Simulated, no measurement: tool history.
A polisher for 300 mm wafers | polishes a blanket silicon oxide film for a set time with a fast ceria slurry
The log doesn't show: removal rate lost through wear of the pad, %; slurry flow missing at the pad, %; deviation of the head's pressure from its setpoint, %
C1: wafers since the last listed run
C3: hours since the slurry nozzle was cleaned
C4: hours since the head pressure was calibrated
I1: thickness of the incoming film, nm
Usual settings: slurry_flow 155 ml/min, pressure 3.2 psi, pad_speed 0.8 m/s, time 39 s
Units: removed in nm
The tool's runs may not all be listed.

{"run": 1, "hour": 0.0, "slurry_flow": 120, "pressure": 3.2, "pad_speed": 0.8, "time": 39, "C1": 0, "wafers polished on this pad": 3013, "C3": 527.1, "C4": 1082.6, "I1": 1645.6, "removed": 436.9}
{"hour": 61.6, "done": "head pressure recalibrated"}
{"run": 2, "hour": 62.1, "slurry_flow": 180, "pressure": 3.2, "pad_speed": 0.8, "time": 39, "C1": 629, "wafers polished on this pad": 3643, "C3": 589.2, "C4": 0.5, "I1": 1613.3, "removed": 509.7}
{"hour": 129.0, "done": "slurry nozzle cleaned"}
{"run": 3, "hour": 139.4, "slurry_flow": 180, "pressure": 3.2, "pad_speed": 0.8, "time": 39, "C1": 799, "wafers polished on this pad": 4443, "C3": 10.4, "C4": 77.8, "I1": 1626.9, "removed": 504.9}
{"hour": 158.8, "done": "worn pad replaced by a new one"}
{"run": 4, "hour": 189.5, "slurry_flow": 180, "pressure": 3.2, "pad_speed": 0.8, "time": 39, "C1": 483, "wafers polished on this pad": 322, "C3": 60.5, "C4": 127.9, "I1": 1656.1, "removed": 492.6}
{"run": 5, "hour": 274.6, "slurry_flow": 155, "pressure": 3.2, "pad_speed": 0.8, "time": 39, "C1": 891, "wafers polished on this pad": 1213, "C3": 145.6, "C4": 213, "I1": 1611.7, "removed": 480.7}
{"run": 6, "hour": 365.8, "slurry_flow": 155, "pressure": 3.2, "pad_speed": 0.8, "time": 39, "C1": 955, "wafers polished on this pad": 2169, "C3": 236.8, "C4": 304.2, "I1": 1653.7, "removed": 478.1}
{"run": 7, "hour": 458.6, "slurry_flow": 155, "pressure": 3.2, "pad_speed": 0.8, "time": 39, "C1": 972, "wafers polished on this pad": 3142, "C3": 329.6, "C4": 397, "I1": 1606.7, "removed": 472.2}
{"run": 8, "hour": 554.3, "slurry_flow": 155, "pressure": 3.2, "pad_speed": 0.8, "time": 39, "C1": 1002, "wafers polished on this pad": 4145, "C3": 425.3, "C4": 492.7, "I1": 1604.6, "removed": 466.2}
{"hour": 575.5, "done": "worn pad replaced by a new one"}
{"run": 9, "hour": 619.5, "slurry_flow": 155, "pressure": 3.2, "pad_speed": 0.8, "time": 39, "C1": 641, "wafers polished on this pad": 461, "C3": 490.5, "C4": 557.9, "I1": 1649.5, "removed": 465.5}
{"hour": 649.3, "done": "slurry nozzle cleaned"}
{"run": 10, "hour": 687.9, "slurry_flow": 155, "pressure": 3.2, "pad_speed": 0.8, "time": 39, "C1": 706, "wafers polished on this pad": 1167, "C3": 38.6, "C4": 626.3, "I1": 1652.3, "removed": 465.4}
{"run": 11, "hour": 741.0, "slurry_flow": 155, "pressure": 3.2, "pad_speed": 0.8, "time": 39, "C1": 556, "wafers polished on this pad": 1723, "C3": 91.7, "C4": 679.4, "I1": 1625.2, "removed": 468.7}
{"run": 12, "hour": 848.5, "slurry_flow": 155, "pressure": 3.2, "pad_speed": 0.8, "time": 39, "C1": 1126, "wafers polished on this pad": 2850, "C3": 199.2, "C4": 786.9, "I1": 1605.7, "removed": 469.1}
{"run": 13, "hour": 888.1, "slurry_flow": 155, "pressure": 3.7, "pad_speed": 0.8, "time": 39, "C1": 415, "wafers polished on this pad": 3265, "C3": 238.8, "C4": 826.5, "I1": 1663.2, "removed": 525.8}
{"run": 14, "hour": 977.9, "slurry_flow": 155, "pressure": 3.7, "pad_speed": 0.8, "time": 39, "C1": 941, "wafers polished on this pad": 4206, "C3": 328.6, "C4": 916.3, "I1": 1616.2, "removed": 529.1}
{"hour": 1009.1, "done": "worn pad replaced by a new one"}
{"run": 15, "hour": 1064.6, "slurry_flow": 155, "pressure": 3.2, "pad_speed": 0.8, "time": 39, "C1": 866, "wafers polished on this pad": 581, "C3": 415.3, "C4": 1003, "I1": 1638.5, "removed": 457.8}
{"run": 16, "hour": 1104.9, "slurry_flow": 155, "pressure": 3.2, "pad_speed": 0.8, "time": 39, "C1": 422, "wafers polished on this pad": 1003, "C3": 455.6, "C4": 1043.3, "I1": 1653.8, "removed": 458.2}
{"run": 17, "hour": 1183.0, "slurry_flow": 125, "pressure": 3.2, "pad_speed": 0.8, "time": 27, "C1": 818, "wafers polished on this pad": 1822, "C3": 533.7, "C4": 1121.4, "I1": 1606.9, "removed": 303.7}
{"run": 18, "hour": 1242.6, "slurry_flow": 155, "pressure": 3.2, "pad_speed": 0.8, "time": 39, "C1": 624, "wafers polished on this pad": 2447, "C3": 593.3, "C4": 1181, "I1": 1608.5, "removed": 453.7}
{"hour": 1316.1, "done": "slurry nozzle cleaned"}
{"run": 19, "hour": 1322.8, "slurry_flow": 155, "pressure": 3.2, "pad_speed": 0.8, "time": 39, "C1": 830, "wafers polished on this pad": 3277, "C3": 6.7, "C4": 1261.2, "I1": 1628.5, "removed": 456.7}
{"run": 20, "hour": 1387.7, "slurry_flow": 140, "pressure": 3.2, "pad_speed": 0.66, "time": 39, "C1": 680, "wafers polished on this pad": 3957, "C3": 71.6, "C4": 1326.1, "I1": 1645.4, "removed": 376.4}
{"hour": 1397.7, "done": "head pressure recalibrated"}
{"hour": 1407.0, "done": "worn pad replaced by a new one"}
{"run": 21, "hour": 1478.5, "slurry_flow": 125, "pressure": 4.3, "pad_speed": 0.58, "time": 48, "C1": 888, "wafers polished on this pad": 749, "C3": 162.4, "C4": 80.8, "I1": 1654.9, "removed": 547.9}
{"run": 22, "hour": 1522.0, "slurry_flow": 170, "pressure": 2.7, "pad_speed": 0.58, "time": 47, "C1": 455, "wafers polished on this pad": 1205, "C3": 205.9, "C4": 124.3, "I1": 1654.6, "removed": 374}
{"run": 23, "hour": 1567.9, "slurry_flow": 155, "pressure": 4.2, "pad_speed": 0.8, "time": 35, "C1": 481, "wafers polished on this pad": 1686, "C3": 251.8, "C4": 170.2, "I1": 1629.1, "removed": 554.7}
{"run": 24, "hour": 1643.9, "slurry_flow": 155, "pressure": 3.2, "pad_speed": 0.8, "time": 26, "C1": 796, "wafers polished on this pad": 2482, "C3": 327.8, "C4": 246.2, "I1": 1634.9, "removed": 322.2}
{"run": 25, "hour": 1727.5, "slurry_flow": 155, "pressure": 3.2, "pad_speed": 0.8, "time": 39, "C1": 876, "wafers polished on this pad": 3359, "C3": 411.4, "C4": 329.8, "I1": 1646, "removed": 478.5}
{"run": 26, "hour": 1802.2, "slurry_flow": 210, "pressure": 4, "pad_speed": 0.58, "time": 39, "C1": 782, "wafers polished on this pad": 4141, "C3": 486.1, "C4": 404.5, "I1": 1617, "removed": 441.8}
{"hour": 1825.1, "done": "worn pad replaced by a new one"}
{"run": 27, "hour": 1853.5, "slurry_flow": 155, "pressure": 3.2, "pad_speed": 0.8, "time": 48, "C1": 495, "wafers polished on this pad": 298, "C3": 537.4, "C4": 455.8, "I1": 1640.2, "removed": 583.6}
{"hour": 1925.0, "done": "slurry nozzle cleaned"}
{"run": 28, "hour": 1956.4, "slurry_flow": 170, "pressure": 4.3, "pad_speed": 0.98, "time": 28, "C1": 1067, "wafers polished on this pad": 1366, "C3": 31.4, "C4": 558.7, "I1": 1617.4, "removed": 553.4}

3 ways to go on from here, each from the tool as it stands after run 28. What would each give?
{"run": "A", "hour": 1956.8, "slurry_flow": 155, "pressure": 3.2, "pad_speed": 0.8, "time": 46, "C1": 4, "wafers polished on this pad": 1370, "C3": 31.8, "C4": 559.1, "I1": 1639.4, "removed": "?"}
{"run": "B", "hour": 1956.8, "slurry_flow": 155, "pressure": 3.2, "pad_speed": 0.8, "time": 27, "C1": 4, "wafers polished on this pad": 1370, "C3": 31.8, "C4": 559.1, "I1": 1639.4, "removed": "?"}
{"run": "C", "hour": 1956.8, "slurry_flow": 170, "pressure": 2.4, "pad_speed": 0.72, "time": 39, "C1": 4, "wafers polished on this pad": 1370, "C3": 31.8, "C4": 559.1, "I1": 1639.4, "removed": "?"}

run=A removed=553.6
run=B removed=324.9
run=C removed=334.3
Without the tool's hidden state the same runs would have given:
run=A removed=586.9
run=B removed=344.5
run=C removed=354.5
